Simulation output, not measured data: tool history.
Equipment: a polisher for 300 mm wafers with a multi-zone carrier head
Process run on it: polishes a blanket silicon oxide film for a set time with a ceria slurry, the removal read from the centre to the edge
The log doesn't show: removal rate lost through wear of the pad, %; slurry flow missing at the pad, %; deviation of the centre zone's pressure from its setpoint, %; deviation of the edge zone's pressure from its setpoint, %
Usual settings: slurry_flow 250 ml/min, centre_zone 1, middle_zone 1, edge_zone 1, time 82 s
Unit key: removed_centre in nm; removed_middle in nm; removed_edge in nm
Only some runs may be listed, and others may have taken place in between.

| run | hour | slurry_flow | centre_zone | middle_zone | edge_zone | time | wafers since the last listed run | wafers polished on this pad | hours since the slurry nozzle was cleaned | hours since the centre zone pressure was calibrated | hours since the edge zone pressure was calibrated | hours since the carrier head's membrane was replaced | incoming thickness of the incoming film, nm | removed_centre | removed_middle | removed_edge |
|---|---|---|---|---|---|---|---|---|---|---|---|---|---|---|---|---|
| 1 | 0 | 250 | 0.95 | 1 | 1 | 82 | 0 | 5187 | 296.3 | 658.7 | 455.8 | 56.8 | 1908.3 | 330.4 | 402.6 | 393.8 |
| 2 | 64.8 | 250 | 1 | 1 | 1.05 | 82 | 443 | 5631 | 361.1 | 723.5 | 520.6 | 121.6 | 1875.9 | 355.5 | 403.8 | 402 |
| 3 | 127.9 | 325 | 0.93 | 1 | 1.04 | 64 | 431 | 6062 | 424.2 | 786.6 | 583.7 | 184.7 | 1856.3 | 258.8 | 322 | 327.4 |
|  | 134.5 | worn pad replaced by a new one |
|  | 200.2 | centre zone pressure recalibrated, repeated, since the last time left the tool worse |
| 4 | 305.6 | 250 | 1 | 1 | 1 | 68 | 1175 | 1157 | 601.9 | 105.4 | 761.4 | 362.4 | 1886.8 | 329.2 | 327.1 | 319.2 |
| 5 | 359.2 | 220 | 1.08 | 1 | 1 | 102 | 366 | 1524 | 655.5 | 159 | 815 | 416 | 1874.9 | 514.3 | 482.4 | 478.4 |
| 6 | 397.9 | 200 | 1 | 1 | 0.94 | 82 | 264 | 1789 | 694.2 | 197.7 | 853.7 | 454.7 | 1863 | 394.1 | 382.7 | 384.3 |
| 7 | 440 | 175 | 0.93 | 1 | 0.96 | 89 | 288 | 2077 | 736.3 | 239.8 | 895.8 | 496.8 | 1844.2 | 377.7 | 406.9 | 401.7 |
| 8 | 511.3 | 250 | 1 | 1 | 1 | 82 | 488 | 2565 | 807.6 | 311.1 | 967.1 | 568.1 | 1886.8 | 408.5 | 391.2 | 390.1 |
|  | 529.6 | slurry nozzle cleaned |
| 9 | 608.2 | 175 | 1 | 1.08 | 1 | 82 | 656 | 3222 | 78.6 | 408 | 1064 | 665 | 1855.7 | 382.7 | 390.4 | 376.8 |
|  | 676.4 | edge zone pressure recalibrated |
| 10 | 705.1 | 325 | 0.92 | 1 | 1 | 82 | 649 | 3872 | 175.5 | 504.9 | 28.7 | 761.9 | 1879.8 | 381.5 | 411.8 | 394.4 |
| 11 | 789.2 | 250 | 1 | 0.97 | 0.88 | 82 | 575 | 4447 | 259.6 | 589 | 112.8 | 846 | 1862.1 | 401.9 | 396.5 | 382.1 |
|  | 803.9 | carrier head's membrane replaced by a new one |
| 12 | 896.2 | 275 | 0.93 | 1 | 1.05 | 69 | 698 | 5145 | 366.6 | 696 | 219.8 | 92.3 | 1850.3 | 323.8 | 329.7 | 334.6 |
| 13 | 949.8 | 250 | 0.9 | 0.91 | 1 | 82 | 366 | 5512 | 420.2 | 749.6 | 273.4 | 145.9 | 1877.5 | 368.8 | 372.6 | 390 |
| 14 | 988.2 | 250 | 1.05 | 0.94 | 1 | 82 | 262 | 5775 | 458.6 | 788 | 311.8 | 184.3 | 1905.1 | 432.2 | 384.7 | 392.1 |
|  | 1042.3 | worn pad replaced by a new one |
| 15 | 1088.6 | 250 | 0.94 | 1.11 | 0.9 | 103 | 659 | 316 | 559 | 888.4 | 412.2 | 284.7 | 1888.5 | 488.3 | 524.5 | 489.4 |
| 16 | 1195.1 | 250 | 0.91 | 0.93 | 1 | 82 | 729 | 1045 | 665.5 | 994.9 | 518.7 | 391.2 | 1851.8 | 377.8 | 375.4 | 401.7 |
|  | 1223.2 | slurry nozzle cleaned |
| 17 | 1299 | 250 | 1 | 1 | 1 | 82 | 704 | 1750 | 75.8 | 1098.8 | 622.6 | 495.1 | 1870.8 | 417.7 | 388.8 | 402.9 |
| 18 | 1347 | 250 | 1 | 1 | 1.04 | 82 | 328 | 2078 | 123.8 | 1146.8 | 670.6 | 543.1 | 1862.8 | 427.9 | 399.3 | 404.4 |
| 19 | 1438.9 | 250 | 1 | 1 | 1 | 82 | 629 | 2707 | 215.7 | 1238.7 | 762.5 | 635 | 1890.5 | 428.2 | 398.1 | 388.1 |
| 20 | 1495.3 | 250 | 1 | 1 | 1 | 82 | 386 | 3093 | 272.1 | 1295.1 | 818.9 | 691.4 | 1869 | 435.7 | 394.8 | 400.8 |
|  | 1508.4 | centre zone pressure recalibrated |
| 21 | 1655.4 | 250 | 1 | 0.9 | 1.1 | 56 | 1082 | 4176 | 432.2 | 147 | 979 | 851.5 | 1838.8 | 266.4 | 252.7 | 279.7 |
|  | 1677.9 | carrier head's membrane replaced by a new one |
| 22 | 1693.3 | 200 | 0.9 | 1.08 | 1 | 60 | 225 | 4401 | 470.1 | 184.9 | 1016.9 | 15.4 | 1851.8 | 250.6 | 295 | 275.2 |
|  | 1754.9 | worn pad replaced by a new one |
| 23 | 1761.3 | 315 | 0.97 | 1 | 1 | 82 | 438 | 44 | 538.1 | 252.9 | 1084.9 | 83.4 | 1864.4 | 387.4 | 401.2 | 414.2 |

Each row is a separate what-if for the run after 23, all from the same tool condition, not one after another. Results?
| A | 1761.7 | 250 | 1 | 1 | 1 | 82 | 2 | 46 | 538.5 | 253.3 | 1085.3 | 83.8 | 1875.2 | ? | ? | ? |
| B | 1761.7 | 290 | 1.07 | 1.04 | 1 | 108 | 2 | 46 | 538.5 | 253.3 | 1085.3 | 83.8 | 1875.2 | ? | ? | ? |
| C | 1761.7 | 250 | 1 | 1.11 | 1 | 70 | 2 | 46 | 538.5 | 253.3 | 1085.3 | 83.8 | 1875.2 | ? | ? | ? |

| run | removed_centre | removed_middle | removed_edge |
|---|---|---|---|
| A | 387.9 | 394.4 | 399.3 |
| B | 557.7 | 541.6 | 532.6 |
| C | 331.3 | 359.8 | 340.5 |
What these runs would have given with no unlogged condition in the tool:
| run | removed_centre | removed_middle | removed_edge |
|---|---|---|---|
| A | 390.5 | 394.4 | 399.3 |
| B | 561.3 | 541.5 | 532.6 |
| C | 333.5 | 359.8 | 340.5 |

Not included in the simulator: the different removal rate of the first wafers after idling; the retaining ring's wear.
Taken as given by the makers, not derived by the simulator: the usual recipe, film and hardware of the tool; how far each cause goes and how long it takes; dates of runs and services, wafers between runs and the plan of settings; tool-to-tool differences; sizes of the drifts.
